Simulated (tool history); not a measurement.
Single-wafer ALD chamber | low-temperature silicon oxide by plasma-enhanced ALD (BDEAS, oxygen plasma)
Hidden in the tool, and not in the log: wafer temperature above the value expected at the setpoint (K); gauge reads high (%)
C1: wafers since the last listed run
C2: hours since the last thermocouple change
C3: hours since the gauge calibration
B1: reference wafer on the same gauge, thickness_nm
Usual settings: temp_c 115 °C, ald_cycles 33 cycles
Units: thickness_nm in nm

run 1 hour=0.0 | temp_c=115 ald_cycles=33 | C1=0 C2=1267.9 C3=514.7 | B1=5.411 | thickness_nm=4.746
run 2 hour=68.1 | temp_c=115 ald_cycles=33 | C1=607 C2=1336.0 C3=582.8 | B1=5.410 | thickness_nm=4.742
run 3 hour=121.1 | temp_c=115 ald_cycles=33 | C1=472 C2=1389.0 C3=635.8 | B1=5.406 | thickness_nm=4.728
run 4 hour=274.3 | temp_c=115 ald_cycles=33 | C1=1366 C2=1542.2 C3=789.0 | B1=5.413 | thickness_nm=4.724
run 5 hour=341.0 | temp_c=115 ald_cycles=33 | C1=594 C2=1608.9 C3=855.7 | B1=5.411 | thickness_nm=4.725
run 6 hour=410.1 | temp_c=110 ald_cycles=31 | C1=616 C2=1678.0 C3=924.8 | B1=5.408 | thickness_nm=4.482
run 7 hour=600.0 | temp_c=110 ald_cycles=31 | C1=1693 C2=1867.9 C3=1114.7 | B1=5.413 | thickness_nm=4.486
-- hour=635.1 thermocouple changed; heater temperature recalibrated
run 8 hour=671.9 | temp_c=115 ald_cycles=33 | C1=569 C2=36.8 C3=1186.6 | B1=5.410 | thickness_nm=4.669
run 9 hour=709.6 | temp_c=124 ald_cycles=37 | C1=336 C2=74.5 C3=1224.3 | B1=5.406 | thickness_nm=5.187
run 10 hour=771.5 | temp_c=124 ald_cycles=37 | C1=552 C2=136.4 C3=1286.2 | B1=5.409 | thickness_nm=5.183
run 11 hour=821.0 | temp_c=115 ald_cycles=33 | C1=441 C2=185.9 C3=1335.7 | B1=5.416 | thickness_nm=4.686
run 12 hour=892.3 | temp_c=115 ald_cycles=33 | C1=635 C2=257.2 C3=1407.0 | B1=5.415 | thickness_nm=4.694
run 13 hour=948.1 | temp_c=115 ald_cycles=33 | C1=497 C2=313.0 C3=1462.8 | B1=5.405 | thickness_nm=4.697
run 14 hour=999.2 | temp_c=115 ald_cycles=37 | C1=455 C2=364.1 C3=1513.9 | B1=5.409 | thickness_nm=5.276
run 15 hour=1032.2 | temp_c=115 ald_cycles=37 | C1=294 C2=397.1 C3=1546.9 | B1=5.408 | thickness_nm=5.270
run 16 hour=1070.1 | temp_c=115 ald_cycles=37 | C1=338 C2=435.0 C3=1584.8 | B1=5.410 | thickness_nm=5.268
run 17 hour=1141.5 | temp_c=115 ald_cycles=33 | C1=636 C2=506.4 C3=1656.2 | B1=5.407 | thickness_nm=4.704
run 18 hour=1180.7 | temp_c=123 ald_cycles=37 | C1=349 C2=545.6 C3=1695.4 | B1=5.409 | thickness_nm=5.221
run 19 hour=1230.2 | temp_c=115 ald_cycles=35 | C1=441 C2=595.1 C3=1744.9 | B1=5.407 | thickness_nm=4.987
run 20 hour=1276.9 | temp_c=106 ald_cycles=35 | C1=416 C2=641.8 C3=1791.6 | B1=5.411 | thickness_nm=5.082
-- hour=1324.9 gauge calibrated
run 21 hour=1425.6 | temp_c=115 ald_cycles=39 | C1=1326 C2=790.5 C3=100.7 | B1=5.413 | thickness_nm=5.571
run 22 hour=1453.2 | temp_c=115 ald_cycles=37 | C1=246 C2=818.1 C3=128.3 | B1=5.412 | thickness_nm=5.299
run 23 hour=1504.8 | temp_c=107 ald_cycles=30 | C1=460 C2=869.7 C3=179.9 | B1=5.408 | thickness_nm=4.370
run 24 hour=1529.8 | temp_c=115 ald_cycles=33 | C1=222 C2=894.7 C3=204.9 | B1=5.411 | thickness_nm=4.705
run 25 hour=1563.5 | temp_c=115 ald_cycles=29 | C1=300 C2=928.4 C3=238.6 | B1=5.414 | thickness_nm=4.142
run 26 hour=1606.0 | temp_c=121 ald_cycles=37 | C1=379 C2=970.9 C3=281.1 | B1=5.411 | thickness_nm=5.237
run 27 hour=1674.3 | temp_c=108 ald_cycles=30 | C1=609 C2=1039.2 C3=349.4 | B1=5.404 | thickness_nm=4.339
run 28 hour=1718.9 | temp_c=115 ald_cycles=33 | C1=397 C2=1083.8 C3=394.0 | B1=5.410 | thickness_nm=4.744
run 29 hour=1749.5 | temp_c=130 ald_cycles=33 | C1=272 C2=1114.4 C3=424.6 | B1=5.404 | thickness_nm=4.620
run 30 hour=1785.8 | temp_c=107 ald_cycles=27 | C1=323 C2=1150.7 C3=460.9 | B1=5.409 | thickness_nm=3.922
run 31 hour=1829.1 | temp_c=106 ald_cycles=33 | C1=386 C2=1194.0 C3=504.2 | B1=5.412 | thickness_nm=4.790
run 32 hour=1857.7 | temp_c=129 ald_cycles=30 | C1=255 C2=1222.6 C3=532.8 | B1=5.414 | thickness_nm=4.204
run 33 hour=1905.8 | temp_c=120 ald_cycles=31 | C1=429 C2=1270.7 C3=580.9 | B1=5.413 | thickness_nm=4.420
run 34 hour=1944.0 | temp_c=125 ald_cycles=27 | C1=340 C2=1308.9 C3=619.1 | B1=5.410 | thickness_nm=3.816

How the hidden state differs across the entries between the runs, from the last listed run before each to the first after it:
Between runs 7 and 8: thermocouple changed; heater temperature recalibrated (hour 635.1)
  wafer temperature above the value expected at the setpoint (K): -5.74 -> -0.452
  measured less the result without the state, thickness_nm: +0.041 -> +0.003 nm
Between runs 20 and 21: gauge calibrated (hour 1324.9)
  wafer temperature above the value expected at the setpoint (K): -4.37 -> -4.84
  measured less the result without the state, thickness_nm: +0.035 -> +0.044 nm

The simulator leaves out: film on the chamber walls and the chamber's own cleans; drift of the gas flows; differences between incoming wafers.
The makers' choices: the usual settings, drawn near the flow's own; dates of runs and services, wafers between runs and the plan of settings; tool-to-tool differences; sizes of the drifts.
